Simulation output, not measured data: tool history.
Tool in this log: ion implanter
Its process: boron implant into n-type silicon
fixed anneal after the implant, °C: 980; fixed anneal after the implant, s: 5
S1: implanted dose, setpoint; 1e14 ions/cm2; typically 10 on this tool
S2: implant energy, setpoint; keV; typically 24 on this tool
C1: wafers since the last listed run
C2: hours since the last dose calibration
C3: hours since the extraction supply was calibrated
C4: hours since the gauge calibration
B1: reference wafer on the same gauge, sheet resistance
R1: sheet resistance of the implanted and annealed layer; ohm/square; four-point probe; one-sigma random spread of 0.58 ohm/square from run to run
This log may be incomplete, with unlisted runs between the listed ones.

run,hour,S1,S2,C1,C2,C3,C4,B1,R1
1,0,10,30,0,310.3,3338.6,1180.1,127.91,127.92
2,56.6,10,30,940,366.9,3395.2,1236.7,128.15,128.37
3,108.3,10,30,859,418.6,3446.9,1288.4,128.11,127.92
4,170.5,10,19,1034,480.8,3509.1,1350.6,128.06,132.59
5,233.3,10,19,1043,543.6,3571.9,1413.4,128.03,132.87
6,277.6,10,19,736,587.9,3616.2,1457.7,127.96,133.05
7,315.3,10,24,626,625.6,3653.9,1495.4,127.98,130.54
# hour 352.5: Faraday cup replaced and dose calibrated
8,506.8,10,24,3050,154.3,3845.4,1686.9,128.1,129.44
9,546,10,24,651,193.5,3884.6,1726.1,128.09,130.84
10,589.9,10,24,729,237.4,3928.5,1770,127.93,130.31
11,654.6,10,24,1075,302.1,3993.2,1834.7,128.01,130.86
12,695.2,10,24,674,342.7,4033.8,1875.3,127.93,129.56
13,760.6,10,24,1087,408.1,4099.2,1940.7,128.01,128.8
14,803.3,10,24,709,450.8,4141.9,1983.4,127.9,130.19
# hour 807.6: gauge calibrated
15,852.7,10,24,821,500.2,4191.3,45.1,127.96,130.19
16,902.1,10.75,28.5,821,549.6,4240.7,94.5,128.05,121.93
17,940.3,10.75,28.5,635,587.8,4278.9,132.7,128.1,122.48
18,1004.8,10.75,28.5,1072,652.3,4343.4,197.2,127.91,121.72
19,1064.7,8.09,28.5,995,712.2,4403.3,257.1,128.01,151.14
# hour 1076.9: Faraday cup replaced and dose calibrated
20,1130.3,10,24,957,53.4,4468.9,322.7,128.04,130.2
21,1154.7,12.66,24,405,77.8,4493.3,347.1,127.91,111.56
22,1209,10.75,28.5,902,132.1,4547.6,401.4,127.92,120.94
23,1273.3,10,24,1068,196.4,4611.9,465.7,128.13,130.02
24,1323,8.58,21.5,826,246.1,4661.6,515.4,127.88,146.94
# hour 1387.5: extraction supply calibrated
25,1392.7,7.27,22,1025,315.8,5.2,585.1,127.94,166.62
26,1434.5,10,21,694,357.6,47,626.9,127.79,131.19
27,1496.9,11.04,21,1037,420,109.4,689.3,127.93,123.58
28,1528.8,10,24,530,451.9,141.3,721.2,128.04,129.61
29,1593.7,12.95,17.5,1078,516.8,206.2,786.1,128.01,115.45
30,1630.2,10,24,606,553.3,242.7,822.6,128.08,129.65
31,1656.6,7.33,18.5,438,579.7,269.1,849,127.91,167.41
32,1722.4,10,24,1093,645.5,334.9,914.8,127.99,130.79
33,1776.9,12,24,906,700,389.4,969.3,128.01,114.56
# hour 1796.2: Faraday cup replaced and dose calibrated
34,1841.8,10,24,945,45.6,454.3,1034.2,127.98,130.35
35,1908.2,10,29,1103,112,520.7,1100.6,127.87,128.43
36,1940.4,7.28,28,535,144.2,552.9,1132.8,127.99,165.05
37,1965.2,8.58,20.5,412,169,577.7,1157.6,128.07,146.95

For each entry between runs, how does the tool's hidden state at the last listed run before it compare with that at the first listed run after it?
Runs 7 to 8: Faraday cup replaced and dose calibrated (hour 352.5)
  no hidden state differs between the two runs
Runs 14 to 15: gauge calibrated (hour 807.6)
  no hidden state differs between the two runs
Runs 19 to 20: Faraday cup replaced and dose calibrated (hour 1076.9)
  no hidden state differs between the two runs
Runs 24 to 25: extraction supply calibrated (hour 1387.5)
  no hidden state differs between the two runs
Runs 33 to 34: Faraday cup replaced and dose calibrated (hour 1796.2)
  no hidden state differs between the two runs
